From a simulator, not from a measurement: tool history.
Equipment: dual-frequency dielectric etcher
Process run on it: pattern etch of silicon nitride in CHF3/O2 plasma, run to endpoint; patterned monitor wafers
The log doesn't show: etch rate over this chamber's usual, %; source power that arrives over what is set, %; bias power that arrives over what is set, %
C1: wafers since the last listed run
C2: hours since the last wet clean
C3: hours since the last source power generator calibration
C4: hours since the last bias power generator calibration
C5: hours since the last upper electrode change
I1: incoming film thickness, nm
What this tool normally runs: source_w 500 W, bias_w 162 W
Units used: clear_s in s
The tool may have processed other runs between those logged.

Run 1, day 0: usual settings; C1 0; C2 213.2; C3 8.7; C4 3367; C5 1981.6; I1 70.9. Result: clear_s 54.7 s.
Run 2, day 3.988: usual settings; C1 1142; C2 308.9; C3 104.4; C4 3462.7; C5 2077.3; I1 71.1. Result: clear_s 54.8 s.
Run 3, day 7.979: usual settings; C1 1143; C2 404.7; C3 200.2; C4 3558.5; C5 2173.1; I1 71.8. Result: clear_s 55.8 s.
Run 4, day 10.3: usual settings; C1 664; C2 460.4; C3 255.9; C4 3614.2; C5 2228.8; I1 70.6. Result: clear_s 54.7 s.
Run 5, day 14.388: usual settings; C1 1170; C2 558.5; C3 354; C4 3712.3; C5 2326.9; I1 71.1. Result: clear_s 55.7 s.
Run 6, day 15.988: usual settings; C1 458; C2 596.9; C3 392.4; C4 3750.7; C5 2365.3; I1 70.5. Result: clear_s 54.8 s.
At day 17.3: wet clean of the chamber.
Run 7, day 19.179: usual settings; C1 627; C2 45.1; C3 469; C4 3827.3; C5 2441.9; I1 71.3. Result: clear_s 54 s.
Run 8, day 22.279: usual settings but source_w 540 W; C1 888; C2 119.5; C3 543.4; C4 3901.7; C5 2516.3; I1 70.7. Result: clear_s 52.9 s.
Run 9, day 25.008: usual settings but source_w 540 W; C1 781; C2 185; C3 608.9; C4 3967.2; C5 2581.8; I1 71.3. Result: clear_s 53.6 s.
Run 10, day 27.829: usual settings; C1 808; C2 252.7; C3 676.6; C4 4034.9; C5 2649.5; I1 70.6. Result: clear_s 54.5 s.
Run 11, day 29.438: usual settings; C1 460; C2 291.3; C3 715.2; C4 4073.5; C5 2688.1; I1 70.4. Result: clear_s 54.2 s.
Run 12, day 31.958: usual settings; C1 722; C2 351.8; C3 775.7; C4 4134; C5 2748.6; I1 71.3. Result: clear_s 54.5 s.
Run 13, day 34.912: usual settings; C1 846; C2 422.7; C3 846.6; C4 4204.9; C5 2819.5; I1 70.5. Result: clear_s 54.6 s.
Run 14, day 36.758: usual settings; C1 528; C2 467; C3 890.9; C4 4249.2; C5 2863.8; I1 71.3. Result: clear_s 55.3 s.
At day 38.125: upper electrode replaced, of another model than before.
At day 39.571: bias power generator calibrated.
At day 40.471: wet clean of the chamber.
Run 15, day 40.492: usual settings; C1 477; C2 0.5; C3 980.5; C4 22.1; C5 56.8; I1 70.8. Result: clear_s 53.2 s.
Run 16, day 43.071: usual settings but bias_w 194 W; C1 738; C2 62.4; C3 1042.4; C4 84; C5 118.7; I1 70.5. Result: clear_s 50.5 s.
Run 17, day 46.533: usual settings but bias_w 147 W; C1 991; C2 145.5; C3 1125.5; C4 167.1; C5 201.8; I1 70.8. Result: clear_s 55.2 s.
Run 18, day 49.042: usual settings but source_w 580 W, bias_w 128 W; C1 718; C2 205.7; C3 1185.7; C4 227.3; C5 262; I1 71.6. Result: clear_s 54.2 s.
Run 19, day 51.8: usual settings but source_w 580 W, bias_w 143 W; C1 790; C2 271.9; C3 1251.9; C4 293.5; C5 328.2; I1 71.3. Result: clear_s 52.4 s.

Estimate the outcome of run 20 from the log above:
Run 20, day 54.562: usual settings but source_w 610 W, bias_w 127 W; C1 791; C2 338.2; C3 1318.2; C4 359.8; C5 394.5; I1 71.3. Result: clear_s ?.

clear_s: 53.6 s
If the tool had no hidden condition, the same run with the same run-to-run variation would have returned clear_s 52.8 s.

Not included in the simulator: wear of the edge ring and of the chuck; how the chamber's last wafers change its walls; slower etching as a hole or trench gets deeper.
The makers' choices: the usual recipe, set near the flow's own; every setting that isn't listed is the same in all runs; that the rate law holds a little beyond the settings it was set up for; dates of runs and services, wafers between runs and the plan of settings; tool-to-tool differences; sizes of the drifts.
